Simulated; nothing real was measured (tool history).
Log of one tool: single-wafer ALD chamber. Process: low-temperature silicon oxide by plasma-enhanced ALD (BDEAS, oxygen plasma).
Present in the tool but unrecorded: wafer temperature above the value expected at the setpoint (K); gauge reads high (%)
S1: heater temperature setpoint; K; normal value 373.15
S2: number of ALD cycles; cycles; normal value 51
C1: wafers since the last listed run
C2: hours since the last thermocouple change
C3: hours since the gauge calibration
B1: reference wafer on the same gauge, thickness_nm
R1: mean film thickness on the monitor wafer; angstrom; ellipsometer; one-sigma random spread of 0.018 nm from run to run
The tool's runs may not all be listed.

run     day      S1  S2   C1      C2     C3     B1     R1
  1   0.000  373.15  51    0  1106.8  347.9  7.927  72.47
  2   0.679  373.15  51   59  1123.1  364.2  7.931  72.21
  3   1.346  382.15  55   58  1139.1  380.2  7.941  76.63
  4   1.717  382.15  55   32  1148.0  389.1  7.933  77.04
  5   2.342  363.15  51   55  1163.0  404.1  7.949  74.74
  6   4.258  363.15  51  169  1209.0  450.1  7.966  75.04
  7   4.871  373.15  51   54  1223.7  464.8  7.971  72.59
  8   5.462  373.15  51   52  1237.9  479.0  7.975  72.73
  9   5.967  373.15  51   44  1250.0  491.1  7.982  72.40
 10   6.479  373.15  51   45  1262.3  503.4  7.984  72.85
 11   7.121  373.15  51   56  1277.7  518.8  7.991  72.86
 12   9.079  378.15  51  172  1324.7  565.8  8.015  72.30
      9.283  -- gauge calibrated
 13   9.617  368.15  57   47  1337.6    8.0  7.910  82.02
 14  10.333  368.15  57   63  1354.8   25.2  7.908  82.16
 15  10.825  368.15  57   43  1366.6   37.0  7.909  81.78
 16  11.292  369.15  46   41  1377.8   48.2  7.914  65.73
 17  11.721  373.15  51   37  1388.1   58.5  7.906  72.38
     12.071  -- thermocouple changed; heater temperature recalibrated
 18  12.200  384.15  43   12     3.1   70.0  7.907  59.90
 19  12.746  360.15  46   48    16.2   83.1  7.907  68.07
 20  13.421  381.15  51   59    32.4   99.3  7.911  70.85
 21  14.038  363.15  57   54    47.2  114.1  7.913  83.48
 22  14.542  373.15  51   44    59.3  126.2  7.912  72.00
 23  15.158  386.15  55   54    74.1  141.0  7.914  75.74
 24  15.825  373.15  51   58    90.1  157.0  7.918  72.36
 25  16.362  361.15  55   47   103.0  169.9  7.924  81.33
 26  16.817  384.15  44   40   113.9  180.8  7.923  61.20
 27  17.121  373.15  51   26   121.2  188.1  7.925  72.04
 28  17.425  358.15  51   26   128.5  195.4  7.922  76.48
 29  17.679  369.15  57   22   134.6  201.5  7.927  81.81
 30  18.033  373.15  51   31   143.1  210.0  7.924  71.98
 31  18.533  373.15  51   44   155.1  222.0  7.930  72.42
 32  19.112  384.15  51   51   169.0  235.9  7.932  70.99

What if the next run were any one of these 5? Each begins from the tool's condition after run 32:
  A  19.133  373.15  51   1  169.5  236.4   ?   ?
  B  19.133  363.15  60   1  169.5  236.4   ?   ?
  C  19.133  368.15  61   1  169.5  236.4   ?   ?
  D  19.133  386.15  43   1  169.5  236.4   ?   ?
  E  19.133  384.15  47   1  169.5  236.4   ?   ?

run     B1     R1
  A  7.937  72.29
  B  7.937  88.05
  C  7.937  87.99
  D  7.937  59.56
  E  7.937  65.33
With no hidden state in the tool, these same runs would have given:
run     R1
  A  71.83
  B  87.49
  C  87.43
  D  59.18
  E  64.91

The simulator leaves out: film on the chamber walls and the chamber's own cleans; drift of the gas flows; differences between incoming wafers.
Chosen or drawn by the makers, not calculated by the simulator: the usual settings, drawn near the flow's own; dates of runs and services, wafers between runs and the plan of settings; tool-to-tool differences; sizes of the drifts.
